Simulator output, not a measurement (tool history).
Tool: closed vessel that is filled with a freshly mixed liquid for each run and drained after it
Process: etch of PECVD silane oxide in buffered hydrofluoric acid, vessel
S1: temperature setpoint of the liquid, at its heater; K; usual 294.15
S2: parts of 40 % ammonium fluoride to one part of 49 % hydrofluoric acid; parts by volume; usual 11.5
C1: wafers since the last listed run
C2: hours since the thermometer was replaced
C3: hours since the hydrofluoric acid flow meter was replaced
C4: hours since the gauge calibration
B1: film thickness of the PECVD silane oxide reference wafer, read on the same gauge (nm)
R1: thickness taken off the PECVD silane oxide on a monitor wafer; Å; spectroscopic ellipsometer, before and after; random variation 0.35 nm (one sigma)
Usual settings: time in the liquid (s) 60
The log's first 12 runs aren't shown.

{"run": 13, "hour": 256.7, "S1": 294.15, "S2": 11.5, "time in the liquid (s)": 60, "C1": 1389, "C2": 70.8, "C3": 34.9, "C4": 65.5, "B1": 39.96, "R1": 886.6}
{"run": 14, "hour": 267.2, "S1": 294.15, "S2": 11.5, "time in the liquid (s)": 60, "C1": 1006, "C2": 81.3, "C3": 45.4, "C4": 76, "B1": 39.99, "R1": 880.4}
{"run": 15, "hour": 283.9, "S1": 290.15, "S2": 14, "time in the liquid (s)": 60, "C1": 1600, "C2": 98, "C3": 62.1, "C4": 92.7, "B1": 40, "R1": 582.7}
{"run": 16, "hour": 296.8, "S1": 294.15, "S2": 11.5, "time in the liquid (s)": 90, "C1": 1236, "C2": 110.9, "C3": 75, "C4": 105.6, "B1": 40, "R1": 1332.2}
{"run": 17, "hour": 305.7, "S1": 291.65, "S2": 11.5, "time in the liquid (s)": 60, "C1": 852, "C2": 119.8, "C3": 83.9, "C4": 114.5, "B1": 39.99, "R1": 765.6}
{"run": 18, "hour": 347.9, "S1": 292.65, "S2": 11.5, "time in the liquid (s)": 60, "C1": 4043, "C2": 162, "C3": 126.1, "C4": 156.7, "B1": 40.01, "R1": 805.5}
{"run": 19, "hour": 357.5, "S1": 297.65, "S2": 15.5, "time in the liquid (s)": 50, "C1": 919, "C2": 171.6, "C3": 135.7, "C4": 166.3, "B1": 40, "R1": 669.5}
{"run": 20, "hour": 364.5, "S1": 294.15, "S2": 11.5, "time in the liquid (s)": 40, "C1": 670, "C2": 178.6, "C3": 142.7, "C4": 173.3, "B1": 39.97, "R1": 590}
{"run": 21, "hour": 380.6, "S1": 296.65, "S2": 11.5, "time in the liquid (s)": 60, "C1": 1542, "C2": 194.7, "C3": 158.8, "C4": 189.4, "B1": 40.03, "R1": 1017.3}
{"run": 22, "hour": 398.6, "S1": 294.15, "S2": 11.5, "time in the liquid (s)": 60, "C1": 1724, "C2": 212.7, "C3": 176.8, "C4": 207.4, "B1": 40.01, "R1": 884.7}
{"run": 23, "hour": 409.5, "S1": 294.15, "S2": 11.5, "time in the liquid (s)": 60, "C1": 1044, "C2": 223.6, "C3": 187.7, "C4": 218.3, "B1": 40.02, "R1": 884.2}
{"run": 24, "hour": 418.3, "S1": 294.15, "S2": 10.5, "time in the liquid (s)": 45, "C1": 843, "C2": 232.4, "C3": 196.5, "C4": 227.1, "B1": 40.02, "R1": 728.3}
{"run": 25, "hour": 429.1, "S1": 294.15, "S2": 11.5, "time in the liquid (s)": 60, "C1": 1034, "C2": 243.2, "C3": 207.3, "C4": 237.9, "B1": 39.97, "R1": 879.1}
{"run": 26, "hour": 439.9, "S1": 294.15, "S2": 11.5, "time in the liquid (s)": 60, "C1": 1034, "C2": 254, "C3": 218.1, "C4": 248.7, "B1": 39.99, "R1": 888.2}
{"run": 27, "hour": 448.1, "S1": 291.15, "S2": 8, "time in the liquid (s)": 85, "C1": 785, "C2": 262.2, "C3": 226.3, "C4": 256.9, "B1": 39.99, "R1": 1468.4}
{"run": 28, "hour": 460.1, "S1": 290.15, "S2": 16, "time in the liquid (s)": 70, "C1": 1149, "C2": 274.2, "C3": 238.3, "C4": 268.9, "B1": 40, "R1": 597.6}
{"run": 29, "hour": 472.6, "S1": 291.15, "S2": 11.5, "time in the liquid (s)": 50, "C1": 1197, "C2": 286.7, "C3": 250.8, "C4": 281.4, "B1": 40, "R1": 626.2}
{"run": 30, "hour": 479.5, "S1": 294.15, "S2": 14.5, "time in the liquid (s)": 60, "C1": 661, "C2": 293.6, "C3": 257.7, "C4": 288.3, "B1": 40, "R1": 708.2}
{"run": 31, "hour": 494.3, "S1": 292.15, "S2": 13.5, "time in the liquid (s)": 40, "C1": 1418, "C2": 308.4, "C3": 272.5, "C4": 303.1, "B1": 39.96, "R1": 450.3}
{"run": 32, "hour": 504.7, "S1": 296.65, "S2": 11.5, "time in the liquid (s)": 85, "C1": 996, "C2": 318.8, "C3": 282.9, "C4": 313.5, "B1": 40, "R1": 1446.3}

5 ways to go on from here, each from the tool as it stands after run 32. What would each give?
{"run": "A", "hour": 505.4, "S1": 294.15, "S2": 11.5, "time in the liquid (s)": 60, "C1": 67, "C2": 319.5, "C3": 283.6, "C4": 314.2, "B1": "?", "R1": "?"}
{"run": "B", "hour": 505.4, "S1": 298.65, "S2": 15.5, "time in the liquid (s)": 40, "C1": 67, "C2": 319.5, "C3": 283.6, "C4": 314.2, "B1": "?", "R1": "?"}
{"run": "C", "hour": 505.4, "S1": 290.15, "S2": 11.5, "time in the liquid (s)": 85, "C1": 67, "C2": 319.5, "C3": 283.6, "C4": 314.2, "B1": "?", "R1": "?"}
{"run": "D", "hour": 505.4, "S1": 290.65, "S2": 13, "time in the liquid (s)": 35, "C1": 67, "C2": 319.5, "C3": 283.6, "C4": 314.2, "B1": "?", "R1": "?"}
{"run": "E", "hour": 505.4, "S1": 292.15, "S2": 11.5, "time in the liquid (s)": 80, "C1": 67, "C2": 319.5, "C3": 283.6, "C4": 314.2, "B1": "?", "R1": "?"}

run=A B1=39.99 R1=890.2
run=B B1=39.99 R1=567
run=C B1=39.99 R1=1006.5
run=D B1=39.99 R1=378.2
run=E B1=39.99 R1=1061.2
Without the tool's hidden state the same runs would have given:
run=A R1=890.2
run=B R1=567
run=C R1=1006.5
run=D R1=378.2
run=E R1=1061.2

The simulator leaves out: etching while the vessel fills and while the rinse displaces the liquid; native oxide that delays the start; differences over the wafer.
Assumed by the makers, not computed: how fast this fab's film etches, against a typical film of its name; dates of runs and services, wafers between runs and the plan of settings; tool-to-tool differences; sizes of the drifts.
